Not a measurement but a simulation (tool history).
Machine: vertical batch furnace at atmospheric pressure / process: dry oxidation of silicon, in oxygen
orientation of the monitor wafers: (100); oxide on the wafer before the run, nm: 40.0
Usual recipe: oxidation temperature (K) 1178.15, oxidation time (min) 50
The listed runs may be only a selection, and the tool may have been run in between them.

run	hour	oxidation temperature (K)	oxidation time (min)	read-back reference wafer on the same gauge, thickness	oxide thickness on the monitor wafer (Å)
1	0	1178.15	50	57.9	519.7
2	66.3	1178.15	50	57.85	520
3	98.9	1178.15	50	57.87	520.3
4	140.4	1178.15	50	57.88	519.3
5	175.4	1178.15	50	57.91	520.3
6	199.7	1169.15	50	57.88	507.6
7	258.3	1169.15	50	57.91	506.8
8	288.4	1196.15	50	57.9	548.3
9	349.7	1196.15	50	57.95	549
10	377.7	1178.15	70	57.89	555.3
11	435.9	1196.15	68	57.84	589.8
12	504.3	1196.15	68	57.96	591.1
13	535.9	1178.15	38.5	57.91	501.1
14	598.1	1178.15	38.5	57.9	501.6
15	758.7	1178.15	38.5	57.95	502.3
# hour 759.1: gauge calibrated
16	855.7	1178.15	50	57.83	523.4
17	898.1	1178.15	50	57.95	523.1
18	960.8	1178.15	50	57.91	522.7
19	1003.1	1166.15	50	57.9	507.5
# hour 1038.2: boat lift adjusted
20	1046.9	1178.15	68	57.91	555.8
21	1074	1178.15	50	57.9	524.2
22	1140.8	1200.15	37	57.93	528.7
# hour 1195.8: thermocouples replaced and temperature profile calibrated
23	1196.3	1158.15	41.5	57.87	482.6
24	1227.2	1178.15	50	57.85	516.8
25	1275.4	1188.15	61	57.85	553.1
26	1300.6	1188.15	68	57.94	565.4
27	1349.7	1200.15	37	57.91	518.9
28	1384.9	1202.15	50	57.91	554.3
29	1439.9	1154.15	64.5	57.93	507.3
30	1498	1178.15	50	57.9	519
31	1527.1	1187.15	73	57.89	574.1
32	1561	1178.15	50	57.92	517.9
33	1620.3	1178.15	50	57.92	518
34	1673.6	1178.15	50	57.86	517.9
35	1734.9	1178.15	50	57.83	515.2
36	1786.8	1158.15	67	57.87	515.8
37	1826.6	1190.15	27	57.88	486.6
38	1890.9	1191.15	29.5	57.87	492.4

3 ways to go on from here, each from the tool as it stands after run 38. What would each give?
A	1895.1	1162.15	50	?	?
B	1895.1	1203.15	50	?	?
C	1895.1	1169.15	62	?	?

run	read-back reference wafer on the same gauge, thickness	oxide thickness on the monitor wafer (Å)
A	57.93	497.9
B	57.93	556.8
C	57.93	523.4
Take away the tool's hidden state, keep each run's random variation, and the runs would have read:
run	oxide thickness on the monitor wafer (Å)
A	497.6
B	556.3
C	523
